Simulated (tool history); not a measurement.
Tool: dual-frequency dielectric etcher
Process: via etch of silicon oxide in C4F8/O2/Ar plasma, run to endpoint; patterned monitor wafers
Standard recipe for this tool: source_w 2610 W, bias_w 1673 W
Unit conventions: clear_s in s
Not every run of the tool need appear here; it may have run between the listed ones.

| run | day | source_w | bias_w | wafers since the last listed run | hours since the last wet clean | hours since the last source power generator calibration | hours since the last bias power generator calibration | hours since the last upper electrode change | incoming incoming film thickness, nm | clear_s |
|---|---|---|---|---|---|---|---|---|---|---|
| 1 | 0 | 2610 | 1787 | 0 | 616.6 | 1390.4 | 1476.6 | 4739.8 | 1600.2 | 268.2 |
| 2 | 2.167 | 2610 | 1787 | 173 | 668.6 | 1442.4 | 1528.6 | 4791.8 | 1612.7 | 269.2 |
|  | 3.292 | wet clean of the chamber |
| 3 | 10.1 | 2610 | 1673 | 554 | 163.4 | 1632.8 | 1719 | 4982.2 | 1623.7 | 290.2 |
| 4 | 13.988 | 2610 | 1673 | 311 | 256.7 | 1726.1 | 1812.3 | 5075.5 | 1600.9 | 283.9 |
| 5 | 17.371 | 2610 | 1673 | 270 | 337.9 | 1807.3 | 1893.5 | 5156.7 | 1611.9 | 285.5 |
| 6 | 21.05 | 2300 | 1786 | 294 | 426.2 | 1895.6 | 1981.8 | 5245 | 1605 | 283.3 |
| 7 | 23.079 | 2300 | 1786 | 162 | 474.9 | 1944.3 | 2030.5 | 5293.7 | 1618.9 | 282.5 |
| 8 | 25.696 | 2300 | 1786 | 209 | 537.7 | 2007.1 | 2093.3 | 5356.5 | 1611.5 | 282.9 |
|  | 26.958 | upper electrode replaced |
|  | 28.575 | bias power generator calibrated |
|  | 28.588 | wet clean of the chamber |
| 9 | 28.608 | 2290 | 1451 | 138 | 0.5 | 2077 | 0.8 | 39.6 | 1594.4 | 321.4 |
| 10 | 31.967 | 2290 | 1451 | 268 | 81.1 | 2157.6 | 81.4 | 120.2 | 1610.9 | 315.9 |
| 11 | 35.083 | 2290 | 1451 | 249 | 155.9 | 2232.4 | 156.2 | 195 | 1600.3 | 312.8 |
| 12 | 39.317 | 2610 | 1673 | 338 | 257.5 | 2334 | 257.8 | 296.6 | 1610.3 | 284.5 |
|  | 52.271 | wet clean of the chamber |
| 13 | 52.721 | 2280 | 1673 | 992 | 10.8 | 2655.7 | 579.5 | 618.3 | 1606.8 | 304.3 |
| 14 | 56.838 | 2280 | 1673 | 329 | 109.6 | 2754.5 | 678.3 | 717.1 | 1622.3 | 302.4 |
| 15 | 59.662 | 3020 | 2031 | 226 | 177.4 | 2822.3 | 746.1 | 784.9 | 1603.2 | 253.9 |
| 16 | 62.217 | 2610 | 1673 | 204 | 238.7 | 2883.6 | 807.4 | 846.2 | 1601.1 | 283.2 |
| 17 | 65.279 | 3230 | 2085 | 245 | 312.2 | 2957.1 | 880.9 | 919.7 | 1612.7 | 246.2 |
| 18 | 69.392 | 2840 | 1334 | 329 | 410.9 | 3055.8 | 979.6 | 1018.4 | 1615.4 | 306.9 |
| 19 | 73.296 | 2610 | 2062 | 312 | 504.6 | 3149.5 | 1073.3 | 1112.1 | 1605.8 | 258.4 |
| 20 | 76.021 | 2900 | 1446 | 218 | 570 | 3214.9 | 1138.7 | 1177.5 | 1616.7 | 291.7 |
| 21 | 80.446 | 2010 | 1266 | 354 | 676.2 | 3321.1 | 1244.9 | 1283.7 | 1613.1 | 334.2 |
|  | 82.871 | wet clean of the chamber |
| 22 | 82.892 | 2310 | 1474 | 115 | 0.5 | 3379.8 | 1303.6 | 1342.4 | 1591.5 | 311.1 |
| 23 | 85.312 | 2610 | 1673 | 193 | 58.6 | 3437.9 | 1361.7 | 1400.5 | 1610.6 | 290.2 |
|  | 88.146 | source power generator calibrated |
| 24 | 89.696 | 1970 | 1438 | 337 | 163.8 | 37.2 | 1466.9 | 1505.7 | 1608.6 | 327.5 |
| 25 | 91.858 | 3200 | 1989 | 173 | 215.7 | 89.1 | 1518.8 | 1557.6 | 1614.3 | 252 |
| 26 | 94.138 | 2610 | 1673 | 182 | 270.4 | 143.8 | 1573.5 | 1612.3 | 1617.1 | 285.7 |
| 27 | 98.542 | 2130 | 1367 | 352 | 376.1 | 249.5 | 1679.2 | 1718 | 1606.8 | 324.3 |
| 28 | 102.975 | 2080 | 1926 | 354 | 482.5 | 355.9 | 1785.6 | 1824.4 | 1607.4 | 278 |
| 29 | 105.238 | 2610 | 1673 | 181 | 536.8 | 410.2 | 1839.9 | 1878.7 | 1616 | 279 |
| 30 | 108.896 | 2100 | 1519 | 292 | 624.6 | 498 | 1927.7 | 1966.5 | 1598.2 | 303.4 |
|  | 110.546 | wet clean of the chamber |
| 31 | 111.592 | 2980 | 1561 | 135 | 25.1 | 562.7 | 1992.4 | 2031.2 | 1623.6 | 292.9 |
| 32 | 113.567 | 2610 | 1673 | 158 | 72.5 | 610.1 | 2039.8 | 2078.6 | 1610.9 | 290.7 |
| 33 | 116.7 | 3070 | 1861 | 250 | 147.7 | 685.3 | 2115 | 2153.8 | 1613.7 | 266.7 |
| 34 | 118.65 | 2150 | 1916 | 156 | 194.5 | 732.1 | 2161.8 | 2200.6 | 1626 | 285.2 |

Some steps in clear_s between neighbouring runs. How much of each would the tool show without its hidden state too (settings, what came in, random variation), and how much is left for the hidden state, with any gauge scatter that isn't in both results?
Hidden conditions of the tool in this case: etch rate over this chamber's usual, %; source power that arrives over what is set, %; bias power that arrives over what is set, %.
Run 2 -> 3: bias_w 1787 -> 1673, wet clean of the chamber. clear_s +21 s: hidden state +12.3, all else +8.7.
Run 17 -> 18: source_w 3230 -> 2840, bias_w 2085 -> 1334. clear_s +60.7 s: hidden state -4, all else +64.7.
Run 18 -> 19: source_w 2840 -> 2610, bias_w 1334 -> 2062. clear_s -48.5 s: hidden state -0.4, all else -48.1.
Run 21 -> 22: source_w 2010 -> 2310, bias_w 1266 -> 1474, wet clean of the chamber. clear_s -23.1 s: hidden state +16, all else -39.1.
Run 24 -> 25: source_w 1970 -> 3200, bias_w 1438 -> 1989. clear_s -75.5 s: hidden state +0.5, all else -76.
Run 30 -> 31: source_w 2100 -> 2980, bias_w 1519 -> 1561, wet clean of the chamber. clear_s -10.5 s: hidden state +17.4, all else -27.9.

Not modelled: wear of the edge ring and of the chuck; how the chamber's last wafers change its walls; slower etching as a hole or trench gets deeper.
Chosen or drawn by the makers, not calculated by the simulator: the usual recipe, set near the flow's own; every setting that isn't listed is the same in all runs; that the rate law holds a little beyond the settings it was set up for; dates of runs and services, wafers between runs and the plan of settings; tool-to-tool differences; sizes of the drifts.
